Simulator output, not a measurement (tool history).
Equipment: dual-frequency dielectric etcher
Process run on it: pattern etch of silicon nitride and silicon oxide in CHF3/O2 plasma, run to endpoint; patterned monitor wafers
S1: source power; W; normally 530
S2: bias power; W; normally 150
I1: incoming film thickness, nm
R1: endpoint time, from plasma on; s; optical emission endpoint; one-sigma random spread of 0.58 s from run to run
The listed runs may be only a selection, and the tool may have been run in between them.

Run 1, hour 0.0: usual settings; I1 210.9. Result: R1 145.9 s.
Run 2, hour 66.0: usual settings; I1 210.7. Result: R1 146.6 s.
At hour 98.1: wet clean of the chamber.
Run 3, hour 129.0: usual settings; I1 212.3. Result: R1 148.3 s.
Run 4, hour 176.3: usual settings; I1 211.5. Result: R1 148.2 s.
Run 5, hour 216.7: usual settings; I1 211.7. Result: R1 148.1 s.
Run 6, hour 386.2: usual settings but S1 480 W; I1 212.1. Result: R1 153.7 s.
Run 7, hour 429.4: usual settings but S1 480 W; I1 211.5. Result: R1 153.0 s.
Run 8, hour 491.2: usual settings but S1 480 W; I1 213.2. Result: R1 153.4 s.
Run 9, hour 556.8: usual settings but S1 450 W, S2 170 W; I1 211.8. Result: R1 152.9 s.
At hour 602.2: wet clean of the chamber.
Run 10, hour 621.2: usual settings but S1 450 W, S2 170 W; I1 211.4. Result: R1 153.2 s.
Run 11, hour 685.8: usual settings but S1 450 W, S2 170 W; I1 213.0. Result: R1 154.8 s.
Run 12, hour 736.9: usual settings but S2 137 W; I1 210.7. Result: R1 149.7 s.
At hour 792.5: upper electrode replaced.
Run 13, hour 793.0: usual settings but S2 137 W; I1 211.6. Result: R1 150.0 s.
Run 14, hour 812.8: usual settings but S2 137 W; I1 214.1. Result: R1 151.4 s.
Run 15, hour 882.5: usual settings but S1 640 W, S2 163 W; I1 213.9. Result: R1 135.3 s.
At hour 890.0: bias power generator calibrated.
Run 16, hour 935.7: usual settings; I1 214.0. Result: R1 148.6 s.
Run 17, hour 995.5: usual settings; I1 209.2. Result: R1 145.9 s.
Run 18, hour 1042.6: usual settings but S2 123 W; I1 213.5. Result: R1 153.8 s.
Run 19, hour 1067.6: usual settings; I1 211.2. Result: R1 145.5 s.
Run 20, hour 1103.2: usual settings but S1 620 W; I1 212.7. Result: R1 137.1 s.
At hour 1117.3: source power generator calibrated.
At hour 1160.5: wet clean of the chamber.
Run 21, hour 1161.0: usual settings but S1 470 W, S2 120 W; I1 209.7. Result: R1 162.2 s.
Run 22, hour 1212.0: usual settings but S1 650 W, S2 133 W; I1 211.1. Result: R1 140.2 s.
Run 23, hour 1417.7: usual settings but S1 610 W, S2 132 W; I1 210.9. Result: R1 141.8 s.
Run 24, hour 1463.9: usual settings but S1 580 W, S2 179 W; I1 210.8. Result: R1 135.7 s.
Run 25, hour 1510.4: usual settings but S1 440 W, S2 134 W; I1 211.1. Result: R1 162.0 s.
At hour 1644.2: wet clean of the chamber.
Run 26, hour 1644.7: usual settings but S1 440 W, S2 163 W; I1 211.0. Result: R1 156.4 s.
Run 27, hour 1674.8: usual settings but S1 440 W, S2 134 W; I1 210.2. Result: R1 163.5 s.
Run 28, hour 1774.3: usual settings but S1 440 W, S2 169 W; I1 211.5. Result: R1 154.2 s.
Run 29, hour 1838.7: usual settings but S1 630 W, S2 128 W; I1 211.0. Result: R1 140.7 s.

What if the next run were any one of these 4? Each begins from the tool's condition after run 29:
Run A, hour 1839.2: usual settings; I1 209.9. Result: R1 ?.
Run B, hour 1839.2: usual settings but S1 410 W, S2 117 W; I1 209.9. Result: R1 ?.
Run C, hour 1839.2: usual settings but S1 660 W, S2 163 W; I1 209.9. Result: R1 ?.
Run D, hour 1839.2: usual settings but S1 630 W, S2 180 W; I1 209.9. Result: R1 ?.

run     R1
  A  145.5
  B  170.6
  C  130.6
  D  130.1
What these runs would have given with no unlogged condition in the tool:
run     R1
  A  146.4
  B  171.6
  C  131.4
  D  130.9
